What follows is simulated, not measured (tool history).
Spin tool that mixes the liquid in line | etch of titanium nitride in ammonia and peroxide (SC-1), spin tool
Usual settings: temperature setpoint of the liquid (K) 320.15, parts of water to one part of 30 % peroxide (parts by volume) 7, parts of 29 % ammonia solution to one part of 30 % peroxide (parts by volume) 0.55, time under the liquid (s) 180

run	hour	temperature setpoint of the liquid (K)	parts of water to one part of 30 % peroxide (parts by volume)	parts of 29 % ammonia solution to one part of 30 % peroxide (parts by volume)	time under the liquid (s)	read-back film thickness of the titanium nitride reference wafer, read on the same gauge (nm)	thickness taken off the titanium nitride on a monitor wafer (angstrom)
1	0	324.15	8.5	0.55	180	119.98	118.5
2	93.8	324.15	8.5	0.55	180	120.05	119.3
3	151	320.15	7	0.4	180	120.03	93.7
4	188.2	320.15	7	0.4	180	119.95	93.6
5	274.9	320.15	7	0.55	180	119.96	97.7
6	343.1	320.15	7	0.55	180	119.98	98.6
7	390.2	316.65	7	0.4	95	119.99	38.2
8	497.9	315.15	8.5	0.55	180	120	61.8
9	598.6	328.15	7	0.55	85	119.99	80.9
# hour 602.7: heated supply line repaired
10	644.5	320.15	7	0.55	180	120.05	102.3
# hour 698.3: ammonia flow meter replaced
11	728.8	320.15	7	0.3	180	120.05	92.1
12	777.9	329.15	5	0.7	75	120.03	97.3
13	841.7	320.15	7	0.55	95	120	54.8
# hour 908.9: gauge calibrated
14	939.2	320.15	7	0.55	180	120.04	102.6
15	1043.2	320.15	7	0.55	180	120.03	101.8
# hour 1163.9: thermometer replaced
# hour 1268.5: new drum of ammonia solution connected
16	1294.1	320.15	5.5	0.35	285	119.96	167.6
17	1375.4	316.65	10.5	0.55	180	120.01	64
18	1453.8	320.15	7	0.25	80	120.04	39.7
19	1532.7	326.65	7	0.55	110	120.07	97.9
20	1607.5	320.15	7	0.55	180	120	100.7
21	1666.5	320.15	7	0.55	180	119.95	100.2
22	1750.4	316.15	7	0.55	180	119.98	76.1
23	1852.7	313.65	7	0.25	265	120.03	80.5

5 ways to go on from here, each from the tool as it stands after run 23. What would each give?
A	1853.2	320.15	6	0.55	180	?	?
B	1853.2	328.15	5	0.55	115	?	?
C	1853.2	313.15	6	0.55	120	?	?
D	1853.2	320.15	5	0.55	180	?	?
E	1853.2	320.15	7	0.55	125	?	?

run	read-back film thickness of the titanium nitride reference wafer, read on the same gauge (nm)	thickness taken off the titanium nitride on a monitor wafer (angstrom)
A	119.97	107.9
B	119.97	130.9
C	119.97	43.2
D	119.97	117.5
E	119.97	69.6
Without the tool's hidden state the same runs would have given:
run	thickness taken off the titanium nitride on a monitor wafer (angstrom)
A	110.9
B	134.3
C	44.5
D	120.8
E	71.5

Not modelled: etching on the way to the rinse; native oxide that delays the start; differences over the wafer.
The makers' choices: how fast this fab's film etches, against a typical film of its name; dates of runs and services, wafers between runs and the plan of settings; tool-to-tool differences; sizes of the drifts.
